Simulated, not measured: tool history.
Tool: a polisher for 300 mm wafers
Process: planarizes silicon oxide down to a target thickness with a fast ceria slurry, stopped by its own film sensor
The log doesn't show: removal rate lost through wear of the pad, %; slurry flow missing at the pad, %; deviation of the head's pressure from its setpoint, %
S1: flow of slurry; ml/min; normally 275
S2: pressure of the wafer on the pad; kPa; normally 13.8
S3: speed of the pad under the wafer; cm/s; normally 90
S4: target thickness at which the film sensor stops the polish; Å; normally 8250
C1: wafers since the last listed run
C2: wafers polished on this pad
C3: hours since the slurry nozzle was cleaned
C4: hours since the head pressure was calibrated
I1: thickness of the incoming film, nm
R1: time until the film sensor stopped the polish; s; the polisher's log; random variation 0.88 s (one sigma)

Run 1, hour 0.0: usual settings; C1 0; C2 403; C3 78.0; C4 642.3; I1 1584.8. Result: R1 83.4 s.
Run 2, hour 58.7: usual settings; C1 709; C2 1113; C3 136.7; C4 701.0; I1 1574.4. Result: R1 82.0 s.
Run 3, hour 113.5: usual settings; C1 662; C2 1775; C3 191.5; C4 755.8; I1 1593.5. Result: R1 86.2 s.
At hour 137.4: worn pad replaced by a new one.
Run 4, hour 143.7: usual settings but S2 15.2 kPa; C1 316; C2 76; C3 221.7; C4 786.0; I1 1574.5. Result: R1 76.7 s.
Run 5, hour 213.8: usual settings but S2 15.2 kPa; C1 846; C2 923; C3 291.8; C4 856.1; I1 1589.1. Result: R1 79.4 s.
Run 6, hour 243.1: usual settings; C1 354; C2 1277; C3 321.1; C4 885.4; I1 1586.3. Result: R1 87.4 s.
Run 7, hour 276.7: usual settings; C1 405; C2 1683; C3 354.7; C4 919.0; I1 1585.6. Result: R1 87.1 s.
At hour 289.6: slurry nozzle cleaned.
At hour 322.7: worn pad replaced by a new one.
Run 8, hour 337.9: usual settings but S2 15.9 kPa, S4 10110 Å; C1 679; C2 183; C3 48.3; C4 980.2; I1 1588.9. Result: R1 53.9 s.
Run 9, hour 512.0: usual settings but S2 15.9 kPa, S4 10110 Å; C1 2103; C2 2287; C3 222.4; C4 1154.3; I1 1557.1. Result: R1 52.5 s.
At hour 518.1: head pressure recalibrated.
At hour 537.6: worn pad replaced by a new one.
Run 10, hour 562.5: usual settings; C1 537; C2 301; C3 272.9; C4 44.4; I1 1586.5. Result: R1 86.6 s.
Run 11, hour 617.6: usual settings but S1 325 ml/min; C1 665; C2 967; C3 328.0; C4 99.5; I1 1609.9. Result: R1 87.1 s.
Run 12, hour 670.5: usual settings but S2 10.3 kPa, S3 78 cm/s, S4 10010 Å; C1 639; C2 1606; C3 380.9; C4 152.4; I1 1582.4. Result: R1 95.9 s.
At hour 694.4: slurry nozzle cleaned.
Run 13, hour 710.5: usual settings; C1 471; C2 2077; C3 16.1; C4 192.4; I1 1596.1. Result: R1 81.9 s.
At hour 731.8: worn pad replaced by a new one.
Run 14, hour 763.0: usual settings but S1 185 ml/min, S2 15.2 kPa, S3 80 cm/s, S4 9530 Å; C1 585; C2 377; C3 68.6; C4 244.9; I1 1576.2. Result: R1 70.3 s.
Run 15, hour 787.6: usual settings but S2 12.4 kPa, S4 9640 Å; C1 297; C2 674; C3 93.2; C4 269.5; I1 1576.6. Result: R1 74.6 s.
Run 16, hour 837.6: usual settings but S1 180 ml/min, S2 17.2 kPa, S3 108 cm/s, S4 6860 Å; C1 604; C2 1278; C3 143.2; C4 319.5; I1 1568.8. Result: R1 77.1 s.
Run 17, hour 895.9: usual settings but S4 6580 Å; C1 704; C2 1982; C3 201.5; C4 377.8; I1 1569.8. Result: R1 101.9 s.
Run 18, hour 939.5: usual settings but S1 185 ml/min, S2 15.9 kPa, S3 72 cm/s, S4 10150 Å; C1 526; C2 2509; C3 245.1; C4 421.4; I1 1600.7. Result: R1 71.9 s.
At hour 953.2: worn pad replaced by a new one.
Run 19, hour 994.0: usual settings but S1 340 ml/min; C1 610; C2 492; C3 299.6; C4 475.9; I1 1571.6. Result: R1 82.6 s.

Alternative continuations, all from the tool just after run 19; predict every row:
Run A, hour 994.5: usual settings; C1 6; C2 498; C3 300.1; C4 476.4; I1 1561.6. Result: R1 ?.
Run B, hour 994.5: usual settings but S1 245 ml/min, S2 15.2 kPa, S4 7210 Å; C1 6; C2 498; C3 300.1; C4 476.4; I1 1561.6. Result: R1 ?.
Run C, hour 994.5: usual settings but S2 11.0 kPa, S3 106 cm/s, S4 10470 Å; C1 6; C2 498; C3 300.1; C4 476.4; I1 1561.6. Result: R1 ?.
Run D, hour 994.5: usual settings but S1 305 ml/min; C1 6; C2 498; C3 300.1; C4 476.4; I1 1561.6. Result: R1 ?.

run    R1
  A  85.2
  B  90.6
  C  67.2
  D  83.5
The same runs, with their run-to-run variation unchanged, on a tool lacking any hidden condition would have given:
run    R1
  A  77.7
  B  81.7
  C  61.3
  D  76.9

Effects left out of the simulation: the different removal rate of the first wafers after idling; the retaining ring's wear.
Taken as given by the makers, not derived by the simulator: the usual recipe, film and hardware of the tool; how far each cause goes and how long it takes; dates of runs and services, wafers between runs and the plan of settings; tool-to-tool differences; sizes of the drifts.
